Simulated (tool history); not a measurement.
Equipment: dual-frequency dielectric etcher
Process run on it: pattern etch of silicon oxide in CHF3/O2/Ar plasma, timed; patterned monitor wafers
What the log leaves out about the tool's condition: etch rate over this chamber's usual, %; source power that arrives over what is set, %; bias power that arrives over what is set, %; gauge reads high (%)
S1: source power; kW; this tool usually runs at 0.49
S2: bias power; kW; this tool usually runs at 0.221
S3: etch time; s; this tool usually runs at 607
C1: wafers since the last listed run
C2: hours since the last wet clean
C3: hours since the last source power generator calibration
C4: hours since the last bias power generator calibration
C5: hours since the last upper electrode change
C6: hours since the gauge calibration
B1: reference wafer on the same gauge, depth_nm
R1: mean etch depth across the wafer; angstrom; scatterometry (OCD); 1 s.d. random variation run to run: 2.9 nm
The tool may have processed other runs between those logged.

run	hour	S1	S2	S3	C1	C2	C3	C4	C5	C6	B1	R1
1	0	0.49	0.221	607	0	281.2	3386.2	2851.4	152.7	2845	1280.5	12407
# hour 61.1: source power generator calibrated
2	61.6	0.49	0.221	607	160	342.8	0.5	2913	214.3	2906.6	1281	12385
3	109.1	0.49	0.221	607	132	390.3	48	2960.5	261.8	2954.1	1280	12354
4	212.2	0.49	0.221	607	287	493.4	151.1	3063.6	364.9	3057.2	1278.8	12347
# hour 259: gauge calibrated
5	288.5	0.49	0.221	607	212	569.7	227.4	3139.9	441.2	29.5	1322.5	12833
6	385	0.49	0.221	716.5	269	666.2	323.9	3236.4	537.7	126	1321.7	15117
7	471.9	0.49	0.221	607	242	753.1	410.8	3323.3	624.6	212.9	1320.3	12790
# hour 589.7: wet clean of the chamber
8	590.2	0.44	0.196	452	263	0.5	529.1	3441.6	742.9	331.2	1320.2	8525
9	638.5	0.44	0.207	459	134	48.8	577.4	3489.9	791.2	379.5	1318.4	8882
10	850.6	0.49	0.221	607	591	260.9	789.5	3702	1003.3	591.6	1317	12718
11	901.5	0.54	0.178	761.5	141	311.8	840.4	3752.9	1054.2	642.5	1316.4	15206
12	939.2	0.43	0.221	607	105	349.5	878.1	3790.6	1091.9	680.2	1315.8	11926
13	1007.5	0.6	0.221	607	190	417.8	946.4	3858.9	1160.2	748.5	1315.2	14046
14	1061.8	0.49	0.185	510	151	472.1	1000.7	3913.2	1214.5	802.8	1314.4	9862
15	1129.9	0.43	0.221	607	189	540.2	1068.8	3981.3	1282.6	870.9	1313.3	11938
# hour 1188.9: bias power generator calibrated
16	1203.7	0.49	0.221	607	194	614	1142.6	14.8	1356.4	944.7	1312.4	12697
17	1258	0.58	0.182	482.5	151	668.3	1196.9	69.1	1410.7	999	1311.8	10017
18	1355.4	0.39	0.243	607	271	765.7	1294.3	166.5	1508.1	1096.4	1311.1	11826
19	1395.4	0.56	0.221	607	111	805.7	1334.3	206.5	1548.1	1136.4	1309.8	13576
# hour 1423.1: wet clean of the chamber
20	1489.5	0.43	0.221	607	195	66.4	1428.4	300.6	1642.2	1230.5	1309.8	11886
21	1569.1	0.57	0.221	665	222	146	1508	380.2	1721.8	1310.1	1308.1	14979
22	1630.8	0.41	0.221	607	172	207.7	1569.7	441.9	1783.5	1371.8	1308.5	11539
23	1722.1	0.57	0.221	530.5	254	299	1661	533.2	1874.8	1463.1	1306.6	11925
24	1793.3	0.49	0.221	557.5	198	370.2	1732.2	604.4	1946	1534.3	1306.2	11624
25	1850.3	0.57	0.221	665	158	427.2	1789.2	661.4	2003	1591.3	1304.9	14840

Expected results for the next run?
26	1923.4	0.49	0.265	655.5	203	500.3	1862.3	734.5	2076.1	1664.4	?	?

{"run 26": {"B1": 1305.2, "R1": 14804}}
On a tool with no hidden condition, and with the same random variation, this run would have come out at R1 14976 angstrom.
